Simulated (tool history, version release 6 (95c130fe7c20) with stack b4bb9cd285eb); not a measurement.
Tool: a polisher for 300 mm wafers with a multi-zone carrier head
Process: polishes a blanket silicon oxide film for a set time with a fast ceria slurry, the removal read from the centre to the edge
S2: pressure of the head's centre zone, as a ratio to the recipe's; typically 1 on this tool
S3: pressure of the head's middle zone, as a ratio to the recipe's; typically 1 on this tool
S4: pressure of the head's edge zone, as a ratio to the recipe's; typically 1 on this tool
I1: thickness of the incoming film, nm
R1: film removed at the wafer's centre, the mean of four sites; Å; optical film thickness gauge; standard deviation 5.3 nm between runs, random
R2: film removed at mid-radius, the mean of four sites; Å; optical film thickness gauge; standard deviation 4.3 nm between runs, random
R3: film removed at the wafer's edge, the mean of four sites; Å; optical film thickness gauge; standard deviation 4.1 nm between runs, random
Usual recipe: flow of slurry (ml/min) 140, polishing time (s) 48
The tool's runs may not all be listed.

run 1 hour=0 | flow_of_slurry_(ml/min)=140 S2=1 S3=1 S4=0.93 polishing_time_(s)=35 | I1=2318.6 | R1=3483 R2=3824 R3=3625
run 2 hour=26.2 | flow_of_slurry_(ml/min)=170 S2=1 S3=0.97 S4=0.89 polishing_time_(s)=63 | I1=2297.6 | R1=6485 R2=6838 R3=6698
run 3 hour=97.4 | flow_of_slurry_(ml/min)=140 S2=1 S3=1 S4=1 polishing_time_(s)=48 | I1=2288.4 | R1=4806 R2=5188 R3=5244
-- hour=132.2 slurry nozzle cleaned
-- hour=132.9 carrier head's membrane replaced by a new one, of another model than before
run 4 hour=133.4 | flow_of_slurry_(ml/min)=155 S2=1 S3=1 S4=1 polishing_time_(s)=48 | I1=2257 | R1=4693 R2=5284 R3=5335
-- hour=135.5 centre zone pressure recalibrated
run 5 hour=193.2 | flow_of_slurry_(ml/min)=140 S2=1 S3=1 S4=1 polishing_time_(s)=48 | I1=2296 | R1=5050 R2=5218 R3=5350
run 6 hour=262.6 | flow_of_slurry_(ml/min)=140 S2=1 S3=1 S4=1 polishing_time_(s)=54 | I1=2327.8 | R1=5516 R2=5899 R3=5941
-- hour=304.6 worn pad replaced by a new one
run 7 hour=305.5 | flow_of_slurry_(ml/min)=170 S2=1.1 S3=1 S4=1.11 polishing_time_(s)=57 | I1=2306.7 | R1=6728 R2=6453 R3=6723
run 8 hour=354.2 | flow_of_slurry_(ml/min)=140 S2=1 S3=0.89 S4=1 polishing_time_(s)=48 | I1=2346.1 | R1=4733 R2=4891 R3=5267
run 9 hour=414.4 | flow_of_slurry_(ml/min)=140 S2=1 S3=1 S4=1 polishing_time_(s)=48 | I1=2306.6 | R1=4754 R2=5199 R3=5343
run 10 hour=441.4 | flow_of_slurry_(ml/min)=140 S2=1 S3=1 S4=1 polishing_time_(s)=48 | I1=2303.9 | R1=4740 R2=5209 R3=5267
-- hour=470.8 edge zone pressure recalibrated
run 11 hour=479.9 | flow_of_slurry_(ml/min)=140 S2=0.91 S3=1 S4=1 polishing_time_(s)=48 | I1=2258.8 | R1=3890 R2=5239 R3=5247
run 12 hour=514.3 | flow_of_slurry_(ml/min)=155 S2=1.09 S3=1.07 S4=1.04 polishing_time_(s)=48 | I1=2255 | R1=5262 R2=5456 R3=5298
run 13 hour=559.7 | flow_of_slurry_(ml/min)=95 S2=1.05 S3=0.91 S4=1 polishing_time_(s)=54 | I1=2292.6 | R1=5195 R2=5223 R3=5721
run 14 hour=624.3 | flow_of_slurry_(ml/min)=140 S2=1 S3=1 S4=1 polishing_time_(s)=48 | I1=2305.2 | R1=4558 R2=5152 R3=5239
run 15 hour=676.4 | flow_of_slurry_(ml/min)=140 S2=1 S3=1 S4=1.04 polishing_time_(s)=38 | I1=2308.4 | R1=3493 R2=4156 R3=4246
run 16 hour=710.8 | flow_of_slurry_(ml/min)=140 S2=1 S3=1 S4=0.91 polishing_time_(s)=43 | I1=2306.1 | R1=4098 R2=4632 R3=4600
-- hour=715.4 slurry nozzle cleaned
run 17 hour=735.9 | flow_of_slurry_(ml/min)=165 S2=0.89 S3=1 S4=0.89 polishing_time_(s)=54 | I1=2282.3 | R1=4279 R2=6030 R3=5777
run 18 hour=802.4 | flow_of_slurry_(ml/min)=140 S2=1 S3=1 S4=1 polishing_time_(s)=48 | I1=2296.6 | R1=4447 R2=5271 R3=5296
run 19 hour=856.5 | flow_of_slurry_(ml/min)=105 S2=0.9 S3=0.89 S4=0.94 polishing_time_(s)=48 | I1=2282.4 | R1=3520 R2=4704 R3=4989
-- hour=862.1 worn pad replaced by a new one
run 20 hour=903.3 | flow_of_slurry_(ml/min)=105 S2=0.9 S3=0.89 S4=0.94 polishing_time_(s)=48 | I1=2333.3 | R1=3579 R2=4696 R3=4880
-- hour=1097.3 centre zone pressure recalibrated
run 21 hour=1098.8 | flow_of_slurry_(ml/min)=140 S2=1 S3=1 S4=1 polishing_time_(s)=48 | I1=2299.6 | R1=5135 R2=5220 R3=5270
-- hour=1124.4 edge zone pressure recalibrated
run 22 hour=1135.1 | flow_of_slurry_(ml/min)=140 S2=0.96 S3=1 S4=0.89 polishing_time_(s)=36 | I1=2284.1 | R1=3587 R2=3940 R3=3802
-- hour=1202.8 slurry nozzle cleaned
run 23 hour=1203.7 | flow_of_slurry_(ml/min)=140 S2=1 S3=1 S4=1 polishing_time_(s)=48 | I1=2321.5 | R1=5006 R2=5167 R3=5279

Below are 3 alternative next runs, each starting from the tool's condition after run 23. Predict each:
run A hour=1204.1 | flow_of_slurry_(ml/min)=140 S2=1 S3=1 S4=1 polishing_time_(s)=48 | I1=2328.7 | R1=? R2=? R3=?
run B hour=1204.1 | flow_of_slurry_(ml/min)=140 S2=1.09 S3=1 S4=0.93 polishing_time_(s)=48 | I1=2328.7 | R1=? R2=? R3=?
run C hour=1204.1 | flow_of_slurry_(ml/min)=140 S2=1.05 S3=1 S4=1 polishing_time_(s)=39 | I1=2328.7 | R1=? R2=? R3=?

run=A R1=4997 R2=5190 R3=5217
run=B R1=5691 R2=5186 R3=5094
run=C R1=4373 R2=4215 R3=4239
Without the tool's unlogged condition, the same runs would have read:
run=A R1=5288 R2=5188 R3=5217
run=B R1=6019 R2=5185 R3=5094
run=C R1=4627 R2=4214 R3=4239
